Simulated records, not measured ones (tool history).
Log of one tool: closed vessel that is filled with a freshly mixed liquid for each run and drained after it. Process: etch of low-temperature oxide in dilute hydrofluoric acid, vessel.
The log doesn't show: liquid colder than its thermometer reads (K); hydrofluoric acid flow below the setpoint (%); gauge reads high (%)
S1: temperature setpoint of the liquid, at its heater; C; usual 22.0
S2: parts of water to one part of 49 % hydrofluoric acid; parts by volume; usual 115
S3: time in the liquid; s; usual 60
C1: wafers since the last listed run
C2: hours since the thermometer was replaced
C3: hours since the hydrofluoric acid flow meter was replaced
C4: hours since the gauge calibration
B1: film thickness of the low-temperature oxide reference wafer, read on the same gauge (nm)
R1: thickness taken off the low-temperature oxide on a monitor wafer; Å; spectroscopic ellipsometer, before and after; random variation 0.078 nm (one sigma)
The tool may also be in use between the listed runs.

{"run": 1, "hour": 0.0, "S1": 22.0, "S2": 115, "S3": 60, "C1": 0, "C2": 2019.1, "C3": 701.5, "C4": 91.0, "B1": 130.03, "R1": 88.7}
{"run": 2, "hour": 18.0, "S1": 22.0, "S2": 115, "S3": 45, "C1": 1582, "C2": 2037.1, "C3": 719.5, "C4": 109.0, "B1": 129.98, "R1": 65.0}
{"run": 3, "hour": 58.5, "S1": 22.0, "S2": 115, "S3": 45, "C1": 3561, "C2": 2077.6, "C3": 760.0, "C4": 149.5, "B1": 129.93, "R1": 64.5}
{"run": 4, "hour": 75.8, "S1": 22.0, "S2": 115, "S3": 45, "C1": 1521, "C2": 2094.9, "C3": 777.3, "C4": 166.8, "B1": 129.99, "R1": 64.3}
{"hour": 88.7, "done": "hydrofluoric acid flow meter replaced"}
{"run": 5, "hour": 91.8, "S1": 22.0, "S2": 115, "S3": 60, "C1": 1319, "C2": 2110.9, "C3": 3.1, "C4": 182.8, "B1": 129.98, "R1": 100.3}
{"run": 6, "hour": 106.2, "S1": 22.0, "S2": 115, "S3": 60, "C1": 1266, "C2": 2125.3, "C3": 17.5, "C4": 197.2, "B1": 130.04, "R1": 100.6}
{"hour": 118.0, "done": "gauge calibrated"}
{"hour": 118.4, "done": "thermometer replaced"}
{"run": 7, "hour": 149.7, "S1": 22.0, "S2": 115, "S3": 60, "C1": 3737, "C2": 31.3, "C3": 61.0, "C4": 31.7, "B1": 130.01, "R1": 99.7}
{"run": 8, "hour": 163.9, "S1": 22.0, "S2": 90, "S3": 60, "C1": 1248, "C2": 45.5, "C3": 75.2, "C4": 45.9, "B1": 129.99, "R1": 130.5}
{"run": 9, "hour": 175.6, "S1": 22.0, "S2": 65, "S3": 60, "C1": 1028, "C2": 57.2, "C3": 86.9, "C4": 57.6, "B1": 129.98, "R1": 186.2}
{"run": 10, "hour": 183.6, "S1": 22.0, "S2": 115, "S3": 60, "C1": 703, "C2": 65.2, "C3": 94.9, "C4": 65.6, "B1": 129.98, "R1": 96.9}
{"run": 11, "hour": 193.1, "S1": 24.0, "S2": 140, "S3": 85, "C1": 835, "C2": 74.7, "C3": 104.4, "C4": 75.1, "B1": 129.99, "R1": 119.8}
{"run": 12, "hour": 231.9, "S1": 22.0, "S2": 60, "S3": 35, "C1": 3412, "C2": 113.5, "C3": 143.2, "C4": 113.9, "B1": 130.03, "R1": 118.0}
{"run": 13, "hour": 249.4, "S1": 19.5, "S2": 85, "S3": 30, "C1": 1538, "C2": 131.0, "C3": 160.7, "C4": 131.4, "B1": 130.01, "R1": 61.9}
{"run": 14, "hour": 256.2, "S1": 22.0, "S2": 55, "S3": 60, "C1": 598, "C2": 137.8, "C3": 167.5, "C4": 138.2, "B1": 130.03, "R1": 220.0}

What the log doesn't show, run by run:
liquid colder than its thermometer reads (K): 0 in every run
gauge reads high (%): 0 in every run
H1: hydrofluoric acid flow below the setpoint (%)
run=1 H1=12.7
run=2 H1=13
run=3 H1=13.6
run=4 H1=13.9
run=5 H1=1.03
run=6 H1=1.26
run=7 H1=1.97
run=8 H1=2.2
run=9 H1=2.39
run=10 H1=2.52
run=11 H1=2.67
run=12 H1=3.3
run=13 H1=3.58
run=14 H1=3.69

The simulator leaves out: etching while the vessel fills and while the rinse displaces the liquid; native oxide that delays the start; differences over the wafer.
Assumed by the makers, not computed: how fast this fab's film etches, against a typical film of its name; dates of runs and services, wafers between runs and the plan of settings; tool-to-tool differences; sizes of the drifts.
